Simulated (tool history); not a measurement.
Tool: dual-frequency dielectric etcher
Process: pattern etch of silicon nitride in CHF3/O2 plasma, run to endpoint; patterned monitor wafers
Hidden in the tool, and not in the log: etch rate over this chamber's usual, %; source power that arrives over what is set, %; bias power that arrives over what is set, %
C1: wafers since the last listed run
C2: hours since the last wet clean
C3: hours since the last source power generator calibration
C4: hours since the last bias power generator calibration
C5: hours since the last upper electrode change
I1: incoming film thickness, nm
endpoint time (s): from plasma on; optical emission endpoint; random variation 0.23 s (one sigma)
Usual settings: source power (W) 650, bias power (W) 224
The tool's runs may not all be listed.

Run 1, day 0: usual settings; C1 0; C2 439.7; C3 4801.9; C4 2090.5; C5 3001.6; I1 87.3. Result: endpoint time (s) 52.6.
Run 2, day 0.496: usual settings; C1 208; C2 451.6; C3 4813.8; C4 2102.4; C5 3013.5; I1 87.6. Result: endpoint time (s) 52.5.
Run 3, day 0.821: usual settings; C1 136; C2 459.4; C3 4821.6; C4 2110.2; C5 3021.3; I1 87.2. Result: endpoint time (s) 52.5.
Run 4, day 1.521: usual settings; C1 294; C2 476.2; C3 4838.4; C4 2127; C5 3038.1; I1 87.1. Result: endpoint time (s) 52.2.
Run 5, day 2.083: usual settings; C1 236; C2 489.7; C3 4851.9; C4 2140.5; C5 3051.6; I1 87.3. Result: endpoint time (s) 52.8.
Run 6, day 2.708: usual settings; C1 262; C2 504.7; C3 4866.9; C4 2155.5; C5 3066.6; I1 86.8. Result: endpoint time (s) 51.9.
Run 7, day 3.554: usual settings; C1 355; C2 525; C3 4887.2; C4 2175.8; C5 3086.9; I1 86.5. Result: endpoint time (s) 51.5.
At day 4.675: upper electrode replaced, of another model than before.
At day 5.467: wet clean of the chamber.
Run 8, day 5.488: usual settings; C1 59; C2 0.5; C3 4933.6; C4 2222.2; C5 19.5; I1 86.7. Result: endpoint time (s) 54.6.
Run 9, day 5.5: usual settings but source power (W) 710; C1 5; C2 0.8; C3 4933.9; C4 2222.5; C5 19.8; I1 86.7. Result: endpoint time (s) 52.1.
Run 10, day 5.517: usual settings; C1 7; C2 1.2; C3 4934.3; C4 2222.9; C5 20.2; I1 86.9. Result: endpoint time (s) 54.9.
Run 11, day 5.529: usual settings but source power (W) 570; C1 5; C2 1.5; C3 4934.6; C4 2223.2; C5 20.5; I1 86.5. Result: endpoint time (s) 59.1.
At day 5.738: source power generator calibrated.
Run 12, day 5.954: usual settings; C1 108; C2 11.7; C3 5.2; C4 2233.4; C5 30.7; I1 86.9. Result: endpoint time (s) 54.6.
At day 6.483: bias power generator calibrated.
Run 13, day 6.504: usual settings but source power (W) 790, bias power (W) 243; C1 161; C2 24.9; C3 18.4; C4 0.5; C5 43.9; I1 86.2. Result: endpoint time (s) 48.1.
Run 14, day 7.108: usual settings but source power (W) 550; C1 253; C2 39.4; C3 32.9; C4 15; C5 58.4; I1 87.5. Result: endpoint time (s) 60.4.
Run 15, day 7.608: usual settings but bias power (W) 181; C1 210; C2 51.4; C3 44.9; C4 27; C5 70.4; I1 86.7. Result: endpoint time (s) 57.
Run 16, day 8.342: usual settings; C1 308; C2 69; C3 62.5; C4 44.6; C5 88; I1 87.3. Result: endpoint time (s) 54.8.

Forecast each of these 5 alternatives for the next run:
Run A, day 8.358: usual settings but source power (W) 700; C1 7; C2 69.4; C3 62.9; C4 45; C5 88.4; I1 86.7. Result: endpoint time (s) ?.
Run B, day 8.358: usual settings but source power (W) 570, bias power (W) 208; C1 7; C2 69.4; C3 62.9; C4 45; C5 88.4; I1 86.7. Result: endpoint time (s) ?.
Run C, day 8.358: usual settings but source power (W) 530, bias power (W) 256; C1 7; C2 69.4; C3 62.9; C4 45; C5 88.4; I1 86.7. Result: endpoint time (s) ?.
Run D, day 8.358: usual settings but source power (W) 540, bias power (W) 277; C1 7; C2 69.4; C3 62.9; C4 45; C5 88.4; I1 86.7. Result: endpoint time (s) ?.
Run E, day 8.358: usual settings but source power (W) 760, bias power (W) 173; C1 7; C2 69.4; C3 62.9; C4 45; C5 88.4; I1 86.7. Result: endpoint time (s) ?.

run  endpoint time (s)
  A               52.1
  B               59.3
  C               58.9
  D               57.2
  E               52.8
Without the tool's hidden state the same runs would have given:
run  endpoint time (s)
  A               52.4
  B               59.6
  C               59.3
  D               57.5
  E               53.1

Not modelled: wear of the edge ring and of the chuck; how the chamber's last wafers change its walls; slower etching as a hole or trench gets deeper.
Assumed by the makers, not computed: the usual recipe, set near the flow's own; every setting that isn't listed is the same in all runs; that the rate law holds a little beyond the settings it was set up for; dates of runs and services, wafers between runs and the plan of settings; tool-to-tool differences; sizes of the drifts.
